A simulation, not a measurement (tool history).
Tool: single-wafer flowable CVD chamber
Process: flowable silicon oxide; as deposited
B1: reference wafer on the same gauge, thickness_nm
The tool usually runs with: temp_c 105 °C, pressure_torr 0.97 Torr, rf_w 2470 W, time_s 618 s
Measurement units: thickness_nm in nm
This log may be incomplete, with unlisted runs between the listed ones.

{"run": 1, "hour": 0.0, "temp_c": 105, "pressure_torr": 0.97, "rf_w": 2170, "time_s": 618, "B1": 359.541, "thickness_nm": 402.016}
{"hour": 22.0, "done": "showerhead replaced"}
{"run": 2, "hour": 39.1, "temp_c": 105, "pressure_torr": 0.97, "rf_w": 2470, "time_s": 549, "B1": 359.53, "thickness_nm": 370.037}
{"run": 3, "hour": 47.7, "temp_c": 105, "pressure_torr": 1.108, "rf_w": 2470, "time_s": 618, "B1": 359.452, "thickness_nm": 473.725}
{"run": 4, "hour": 60.0, "temp_c": 105, "pressure_torr": 1.108, "rf_w": 2470, "time_s": 618, "B1": 358.538, "thickness_nm": 475.861}
{"hour": 60.1, "done": "gauge calibrated"}
{"run": 5, "hour": 68.1, "temp_c": 110, "pressure_torr": 0.97, "rf_w": 2470, "time_s": 618, "B1": 358.043, "thickness_nm": 341.618}
{"hour": 92.6, "done": "capacitance manometer re-zeroed and calibrated"}
{"run": 6, "hour": 93.1, "temp_c": 97, "pressure_torr": 0.97, "rf_w": 2470, "time_s": 717, "B1": 358.552, "thickness_nm": 651.424}
{"run": 7, "hour": 98.6, "temp_c": 105, "pressure_torr": 1.127, "rf_w": 2635, "time_s": 711, "B1": 358.57, "thickness_nm": 558.344}
{"run": 8, "hour": 107.6, "temp_c": 111, "pressure_torr": 1.15, "rf_w": 1980, "time_s": 721, "B1": 358.751, "thickness_nm": 433.141}
{"run": 9, "hour": 123.1, "temp_c": 105, "pressure_torr": 0.97, "rf_w": 2470, "time_s": 618, "B1": 358.987, "thickness_nm": 411.529}
{"run": 10, "hour": 137.8, "temp_c": 105, "pressure_torr": 0.97, "rf_w": 2470, "time_s": 618, "B1": 358.921, "thickness_nm": 408.368}
{"run": 11, "hour": 144.2, "temp_c": 105, "pressure_torr": 1.142, "rf_w": 2760, "time_s": 736, "B1": 358.725, "thickness_nm": 589.177}
{"run": 12, "hour": 150.3, "temp_c": 112, "pressure_torr": 0.97, "rf_w": 2470, "time_s": 618, "B1": 359.897, "thickness_nm": 320.377}
{"run": 13, "hour": 161.0, "temp_c": 110, "pressure_torr": 0.833, "rf_w": 2775, "time_s": 618, "B1": 358.399, "thickness_nm": 300.99}
{"run": 14, "hour": 178.4, "temp_c": 117, "pressure_torr": 0.74, "rf_w": 2200, "time_s": 618, "B1": 359.42, "thickness_nm": 200.445}
{"hour": 186.7, "done": "RF generator calibrated"}
{"run": 15, "hour": 192.8, "temp_c": 96, "pressure_torr": 0.97, "rf_w": 2770, "time_s": 577, "B1": 358.849, "thickness_nm": 550.862}
{"run": 16, "hour": 209.5, "temp_c": 105, "pressure_torr": 0.97, "rf_w": 2470, "time_s": 726, "B1": 359.275, "thickness_nm": 485.487}
{"run": 17, "hour": 223.6, "temp_c": 105, "pressure_torr": 0.97, "rf_w": 2470, "time_s": 618, "B1": 358.426, "thickness_nm": 412.32}
{"run": 18, "hour": 231.7, "temp_c": 92, "pressure_torr": 0.97, "rf_w": 2865, "time_s": 618, "B1": 358.878, "thickness_nm": 688.361}
{"run": 19, "hour": 240.3, "temp_c": 110, "pressure_torr": 0.97, "rf_w": 2470, "time_s": 683, "B1": 359.084, "thickness_nm": 375.416}
{"run": 20, "hour": 258.2, "temp_c": 95, "pressure_torr": 1.059, "rf_w": 2470, "time_s": 618, "B1": 359.894, "thickness_nm": 659.451}
{"run": 21, "hour": 264.4, "temp_c": 105, "pressure_torr": 0.97, "rf_w": 2470, "time_s": 618, "B1": 358.519, "thickness_nm": 414.163}
{"run": 22, "hour": 276.5, "temp_c": 105, "pressure_torr": 1.073, "rf_w": 2470, "time_s": 618, "B1": 359.376, "thickness_nm": 461.327}
{"run": 23, "hour": 286.7, "temp_c": 114, "pressure_torr": 1.048, "rf_w": 2950, "time_s": 618, "B1": 359.126, "thickness_nm": 328.098}
{"run": 24, "hour": 301.6, "temp_c": 105, "pressure_torr": 0.97, "rf_w": 2470, "time_s": 618, "B1": 358.821, "thickness_nm": 413.812}
{"run": 25, "hour": 311.8, "temp_c": 109, "pressure_torr": 0.97, "rf_w": 2285, "time_s": 540, "B1": 358.285, "thickness_nm": 308.527}
{"run": 26, "hour": 321.6, "temp_c": 93, "pressure_torr": 1.044, "rf_w": 2795, "time_s": 618, "B1": 359.127, "thickness_nm": 719.257}
{"run": 27, "hour": 330.6, "temp_c": 105, "pressure_torr": 0.97, "rf_w": 2470, "time_s": 618, "B1": 359.082, "thickness_nm": 412.78}
{"run": 28, "hour": 346.4, "temp_c": 105, "pressure_torr": 1.108, "rf_w": 2470, "time_s": 618, "B1": 359.31, "thickness_nm": 469.568}
{"run": 29, "hour": 355.9, "temp_c": 105, "pressure_torr": 0.97, "rf_w": 2470, "time_s": 530, "B1": 359.118, "thickness_nm": 354.22}
{"run": 30, "hour": 375.6, "temp_c": 105, "pressure_torr": 0.97, "rf_w": 2470, "time_s": 566, "B1": 360.155, "thickness_nm": 375.923}

What if the next run were any one of these 3? Each begins from the tool's condition after run 30:
{"run": "A", "hour": 376.2, "temp_c": 105, "pressure_torr": 0.97, "rf_w": 2335, "time_s": 618, "B1": "?", "thickness_nm": "?"}
{"run": "B", "hour": 376.2, "temp_c": 100, "pressure_torr": 1.176, "rf_w": 2260, "time_s": 500, "B1": "?", "thickness_nm": "?"}
{"run": "C", "hour": 376.2, "temp_c": 98, "pressure_torr": 1.066, "rf_w": 2185, "time_s": 534, "B1": "?", "thickness_nm": "?"}

run=A B1=358.809 thickness_nm=409.046
run=B B1=358.809 thickness_nm=479.991
run=C B1=358.809 thickness_nm=499.792
The same runs, with their run-to-run variation unchanged, on a tool lacking any hidden condition would have given:
run=A thickness_nm=409.046
run=B thickness_nm=479.991
run=C thickness_nm=499.792

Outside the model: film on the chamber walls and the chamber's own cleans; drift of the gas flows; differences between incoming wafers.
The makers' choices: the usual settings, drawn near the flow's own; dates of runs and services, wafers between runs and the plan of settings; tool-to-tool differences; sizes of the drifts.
